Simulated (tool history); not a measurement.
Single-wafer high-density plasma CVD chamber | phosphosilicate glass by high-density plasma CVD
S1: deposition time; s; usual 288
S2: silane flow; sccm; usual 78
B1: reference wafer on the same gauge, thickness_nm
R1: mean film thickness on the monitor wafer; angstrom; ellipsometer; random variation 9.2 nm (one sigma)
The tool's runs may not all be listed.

{"run": 1, "hour": 0.0, "S1": 288, "S2": 68, "B1": 2549.537, "R1": 23475.46}
{"run": 2, "hour": 60.0, "S1": 288, "S2": 68, "B1": 2548.703, "R1": 23549.48}
{"run": 3, "hour": 118.3, "S1": 288, "S2": 78, "B1": 2551.138, "R1": 26207.19}
{"run": 4, "hour": 175.4, "S1": 288, "S2": 78, "B1": 2549.758, "R1": 26275.79}
{"run": 5, "hour": 256.2, "S1": 288, "S2": 78, "B1": 2550.402, "R1": 26310.36}
{"run": 6, "hour": 325.6, "S1": 288, "S2": 78, "B1": 2551.006, "R1": 26140.48}
{"run": 7, "hour": 349.7, "S1": 288, "S2": 78, "B1": 2550.967, "R1": 26296.83}
{"run": 8, "hour": 412.1, "S1": 288, "S2": 78, "B1": 2551.788, "R1": 26261.91}
{"run": 9, "hour": 450.3, "S1": 288, "S2": 78, "B1": 2549.515, "R1": 26320.15}
{"run": 10, "hour": 517.2, "S1": 288, "S2": 73, "B1": 2549.171, "R1": 24916.78}
{"run": 11, "hour": 559.2, "S1": 288, "S2": 73, "B1": 2551.04, "R1": 24932.24}
{"run": 12, "hour": 599.3, "S1": 288, "S2": 73, "B1": 2549.113, "R1": 24878.68}
{"run": 13, "hour": 655.3, "S1": 266, "S2": 78, "B1": 2548.159, "R1": 24288.62}
{"run": 14, "hour": 686.1, "S1": 288, "S2": 86, "B1": 2550.525, "R1": 28666.86}
{"run": 15, "hour": 747.3, "S1": 288, "S2": 78, "B1": 2552.011, "R1": 26340.64}
{"run": 16, "hour": 800.7, "S1": 288, "S2": 78, "B1": 2548.589, "R1": 26309.52}
{"hour": 837.1, "done": "silane flow controller replaced"}
{"run": 17, "hour": 867.4, "S1": 288, "S2": 78, "B1": 2548.807, "R1": 25156.76}
{"run": 18, "hour": 917.5, "S1": 288, "S2": 78, "B1": 2549.199, "R1": 25097.98}
{"run": 19, "hour": 947.9, "S1": 288, "S2": 88, "B1": 2549.524, "R1": 27960.25}
{"run": 20, "hour": 1017.7, "S1": 288, "S2": 88, "B1": 2549.281, "R1": 28091.36}
{"run": 21, "hour": 1042.0, "S1": 288, "S2": 78, "B1": 2550.529, "R1": 25238.76}
{"run": 22, "hour": 1099.7, "S1": 288, "S2": 78, "B1": 2550.385, "R1": 25354.15}
{"run": 23, "hour": 1139.7, "S1": 328, "S2": 87, "B1": 2550.475, "R1": 31607.08}
{"hour": 1172.8, "done": "gauge calibrated"}
{"run": 24, "hour": 1185.8, "S1": 288, "S2": 66, "B1": 2549.856, "R1": 22205.49}
{"run": 25, "hour": 1234.0, "S1": 323, "S2": 78, "B1": 2550.679, "R1": 28581.13}
{"run": 26, "hour": 1282.2, "S1": 308, "S2": 69, "B1": 2550.85, "R1": 24509.84}
{"run": 27, "hour": 1313.7, "S1": 288, "S2": 78, "B1": 2550.51, "R1": 25540.32}
{"run": 28, "hour": 1366.7, "S1": 329, "S2": 87, "B1": 2551.622, "R1": 31950.34}
{"run": 29, "hour": 1415.0, "S1": 231, "S2": 63, "B1": 2550.743, "R1": 17152.49}
{"run": 30, "hour": 1479.4, "S1": 265, "S2": 66, "B1": 2549.231, "R1": 20539.35}

The next listed run, before its measurement:
{"run": 31, "hour": 1534.4, "S1": 330, "S2": 71, "B1": "?", "R1": "?"}

B1: 2549.763
R1: 27189.07 angstrom
Without the tool's hidden state the same run would have given R1 26734.26 angstrom.

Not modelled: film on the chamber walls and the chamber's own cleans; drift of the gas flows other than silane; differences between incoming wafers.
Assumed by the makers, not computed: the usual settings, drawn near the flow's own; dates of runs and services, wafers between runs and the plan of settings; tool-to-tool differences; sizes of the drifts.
